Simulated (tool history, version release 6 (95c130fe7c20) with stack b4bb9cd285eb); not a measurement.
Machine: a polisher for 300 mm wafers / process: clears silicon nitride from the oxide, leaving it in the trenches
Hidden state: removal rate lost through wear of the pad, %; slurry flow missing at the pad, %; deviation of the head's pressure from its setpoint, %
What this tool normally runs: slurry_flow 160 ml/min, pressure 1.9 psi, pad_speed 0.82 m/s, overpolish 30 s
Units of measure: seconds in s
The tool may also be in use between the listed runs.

run	hour	slurry_flow	pressure	pad_speed	overpolish	wafers since the last listed run	wafers polished on this pad	hours since the slurry nozzle was cleaned	hours since the head pressure was calibrated	incoming thickness of the incoming film, nm	seconds
1	0	160	1.9	0.82	30	0	4944	400.5	182.1	49.8	92.8
2	71.1	160	1.9	0.82	30	649	5594	471.6	253.2	50.3	93.5
# hour 198.1: worn pad replaced by a new one
3	274.5	160	1.9	0.82	30	1821	697	675	456.6	49.8	90.4
4	373.9	160	1.9	0.82	30	908	1605	774.4	556	49.8	90
# hour 379.8: slurry nozzle cleaned
5	410.9	160	1.9	0.82	30	328	1934	31.1	593	49.9	88.4
6	476.4	180	1.9	0.82	30	598	2532	96.6	658.5	49.2	86.3
7	569.2	180	1.9	0.82	30	847	3380	189.4	751.3	49.6	88.3
8	646.9	160	1.9	0.82	30	709	4090	267.1	829	50.7	92.7
9	745.4	160	1.9	0.82	30	899	4990	365.6	927.5	49.1	88.6
# hour 789.1: head pressure recalibrated
10	838.6	160	1.9	0.82	30	833	5823	458.8	49.5	50.2	93.4
11	934.5	160	1.9	0.82	30	876	6699	554.7	145.4	49.9	95.6
# hour 987.8: worn pad replaced by a new one
# hour 1010.6: slurry nozzle cleaned
12	1032.4	160	1.9	0.82	30	848	398	21.8	243.3	49.5	86.9
13	1081.5	160	1.9	0.82	30	448	847	70.9	292.4	50	88.4
14	1139.4	160	1.4	0.74	30	528	1376	128.8	350.3	50.1	130.8
15	1247	160	1.4	0.74	30	982	2359	236.4	457.9	49.4	130.6
16	1319.5	160	2.1	0.94	30	662	3021	308.9	530.4	49.8	71.4
17	1372.5	110	2.3	0.7	30	484	3505	361.9	583.4	50.5	98
18	1468.4	160	2.3	0.82	37	876	4381	457.8	679.3	49.4	77
19	1528.1	120	1.9	0.82	47	545	4926	517.5	739	49.8	98.5
20	1607.7	130	1.3	0.82	30	727	5654	597.1	818.6	50.1	136.4
# hour 1671.4: worn pad replaced by a new one
21	1689.3	160	1.9	0.82	30	708	163	678.7	900.2	50.8	89.2
# hour 1700.6: slurry nozzle cleaned
22	1758	195	2.5	0.82	30	618	782	57.4	968.9	50.1	68.1
23	1805.7	160	1.9	0.82	30	435	1217	105.1	1016.6	49.5	88.2
# hour 1826.3: head pressure recalibrated
24	1901.5	160	1.9	0.82	30	856	2074	200.9	75.2	51	90.3
25	1957.6	160	1.9	0.82	30	512	2587	257	131.3	50.2	90.5
26	2061.8	160	1.9	0.82	21	951	3539	361.2	235.5	50.1	90.7
27	2111.7	130	2.2	0.92	30	455	3994	411.1	285.4	49.8	73.1
28	2149.4	160	2.3	0.82	30	344	4339	448.8	323.1	49.8	76.2
29	2243.3	160	1.9	0.68	14	857	5197	542.7	417	50.9	112.8
# hour 2392.2: slurry nozzle cleaned
# hour 2459.7: worn pad replaced by a new one
30	2479.4	160	1.4	0.82	30	2111	180	87.2	653.1	50.2	117.8
31	2545.4	185	1.9	0.82	30	602	783	153.2	719.1	49.9	87.2
32	2590.5	185	1.9	0.82	30	411	1195	198.3	764.2	49.8	87
33	2676.9	160	1.6	0.94	36	789	1984	284.7	850.6	49.8	90.2
34	2837.1	110	1.9	0.98	40	1463	3447	444.9	1010.8	49.1	80.3
# hour 2916.5: head pressure recalibrated
35	2918.3	210	1.9	0.82	30	723	4171	526.1	1.8	50.7	88.4
36	2982.9	160	1.2	0.82	30	590	4761	590.7	66.4	50.5	137.4
37	3073	160	1.9	0.74	30	823	5584	680.8	156.5	49.6	101.3

Subtracting, for every run, the result it would have given without the tool's unlogged condition from the measured result gives the following. The same run-to-run variation enters both numbers; the gauge's scatter may not:
run	seconds
1	+3.5
2	+4.3
3	+0.7
4	+0.9
5	+1
6	+1.4
7	+2
8	+2.6
9	+3.5
10	+4.8
11	+6.3
12	+0.1
13	+0.3
14	+0.6
15	+1.1
16	+1
17	+1.8
18	+2.1
19	+3.3
20	+5.9
21	+0.1
22	+0.2
23	+0.3
24	+0.7
25	+0.9
26	+1.7
27	+1.6
28	+2
29	+4.1
30	+0.2
31	+0.2
32	+0.3
33	+0.6
34	+1.4
35	+2.2
36	+4.3
37	+4.3
